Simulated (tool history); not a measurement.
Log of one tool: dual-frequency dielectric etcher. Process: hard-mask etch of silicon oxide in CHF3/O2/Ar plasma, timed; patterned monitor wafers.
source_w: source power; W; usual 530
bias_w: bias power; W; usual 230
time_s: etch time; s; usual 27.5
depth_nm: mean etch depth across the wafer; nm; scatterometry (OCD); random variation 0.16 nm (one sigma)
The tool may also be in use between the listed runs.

| run | hour | source_w | bias_w | time_s | wafers since the last listed run | hours since the last wet clean | hours since the last source power generator calibration | hours since the last bias power generator calibration | hours since the last upper electrode change | hours since the gauge calibration | read-back reference wafer on the same gauge, depth_nm | depth_nm |
|---|---|---|---|---|---|---|---|---|---|---|---|---|
| 1 | 0 | 460 | 230 | 25 | 0 | 306.1 | 4586.9 | 38.9 | 5029.3 | 1111.7 | 69.5 | 51.8 |
| 2 | 32.6 | 530 | 230 | 27.5 | 453 | 338.7 | 4619.5 | 71.5 | 5061.9 | 1144.3 | 69.5 | 60.1 |
|  | 43 | source power generator calibrated |
|  | 66.9 | upper electrode replaced |
| 3 | 80.5 | 530 | 230 | 27.5 | 278 | 386.6 | 37.5 | 119.4 | 13.6 | 1192.2 | 69.5 | 60.4 |
|  | 123.3 | wet clean of the chamber |
| 4 | 123.8 | 530 | 230 | 27.5 | 268 | 0.5 | 80.8 | 162.7 | 56.9 | 1235.5 | 69.6 | 61.7 |
| 5 | 133.2 | 530 | 230 | 27.5 | 130 | 9.9 | 90.2 | 172.1 | 66.3 | 1244.9 | 69.5 | 61.9 |
| 6 | 147.3 | 530 | 197 | 33 | 196 | 24 | 104.3 | 186.2 | 80.4 | 1259 | 69.5 | 70.7 |
| 7 | 159.8 | 470 | 230 | 19.5 | 173 | 36.5 | 116.8 | 198.7 | 92.9 | 1271.5 | 69.4 | 42 |
| 8 | 266.3 | 530 | 230 | 30.5 | 1482 | 143 | 223.3 | 305.2 | 199.4 | 1378 | 69.5 | 69.3 |
| 9 | 284.9 | 530 | 230 | 27.5 | 258 | 161.6 | 241.9 | 323.8 | 218 | 1396.6 | 69.5 | 62.3 |
| 10 | 307.1 | 460 | 245 | 19.5 | 308 | 183.8 | 264.1 | 346 | 240.2 | 1418.8 | 69.5 | 42.9 |
| 11 | 329.8 | 530 | 230 | 27.5 | 315 | 206.5 | 286.8 | 368.7 | 262.9 | 1441.5 | 69.5 | 62.6 |
|  | 371.3 | wet clean of the chamber, repeated, since the last time left the tool worse |
| 12 | 371.8 | 530 | 230 | 22 | 250 | 0.5 | 328.8 | 410.7 | 304.9 | 1483.5 | 69.6 | 47.1 |
| 13 | 378.7 | 400 | 278 | 27.5 | 96 | 7.4 | 335.7 | 417.6 | 311.8 | 1490.4 | 69.5 | 56.2 |
| 14 | 412 | 530 | 230 | 27.5 | 463 | 40.7 | 369 | 450.9 | 345.1 | 1523.7 | 69.6 | 58.9 |
| 15 | 467.4 | 430 | 278 | 21.5 | 770 | 96.1 | 424.4 | 506.3 | 400.5 | 1579.1 | 69.5 | 45.7 |
| 16 | 492.5 | 530 | 199 | 19.5 | 349 | 121.2 | 449.5 | 531.4 | 425.6 | 1604.2 | 69.5 | 40.2 |
|  | 505.1 | gauge calibrated |
| 17 | 514.2 | 530 | 230 | 27.5 | 301 | 142.9 | 471.2 | 553.1 | 447.3 | 9.1 | 69.5 | 59.5 |
| 18 | 547.4 | 530 | 190 | 27.5 | 461 | 176.1 | 504.4 | 586.3 | 480.5 | 42.3 | 69.5 | 56.1 |
| 19 | 579 | 460 | 266 | 33.5 | 439 | 207.7 | 536 | 617.9 | 512.1 | 73.9 | 69.4 | 72.5 |
| 20 | 605.1 | 530 | 208 | 27.5 | 363 | 233.8 | 562.1 | 644 | 538.2 | 100 | 69.5 | 57.8 |
| 21 | 628.6 | 530 | 230 | 27.5 | 327 | 257.3 | 585.6 | 667.5 | 561.7 | 123.5 | 69.5 | 59.6 |
| 22 | 656.9 | 530 | 201 | 21.5 | 393 | 285.6 | 613.9 | 695.8 | 590 | 151.8 | 69.5 | 45 |
| 23 | 669 | 530 | 230 | 27.5 | 168 | 297.7 | 626 | 707.9 | 602.1 | 163.9 | 69.5 | 60.1 |
| 24 | 684 | 480 | 199 | 31 | 208 | 312.7 | 641 | 722.9 | 617.1 | 178.9 | 69.5 | 62.2 |
| 25 | 719 | 590 | 263 | 22 | 487 | 347.7 | 676 | 757.9 | 652.1 | 213.9 | 69.5 | 52.3 |
|  | 764 | wet clean of the chamber |
| 26 | 764.5 | 530 | 283 | 20.5 | 299 | 0.5 | 721.5 | 803.4 | 697.6 | 259.4 | 69.5 | 46.7 |
| 27 | 764.9 | 440 | 283 | 31 | 5 | 0.9 | 721.9 | 803.8 | 698 | 259.8 | 69.5 | 66.4 |
| 28 | 781.1 | 420 | 230 | 27.5 | 225 | 17.1 | 738.1 | 820 | 714.2 | 276 | 69.5 | 54 |

The next listed run, before its measurement:
| 29 | 807.3 | 530 | 230 | 27.5 | 364 | 43.3 | 764.3 | 846.2 | 740.4 | 302.2 | ? | ? |

Run 29 gave read-back reference wafer on the same gauge, depth_nm 69.5, depth_nm 58.8 nm.
Without the tool's hidden state the same run would have given depth_nm 58.6 nm.
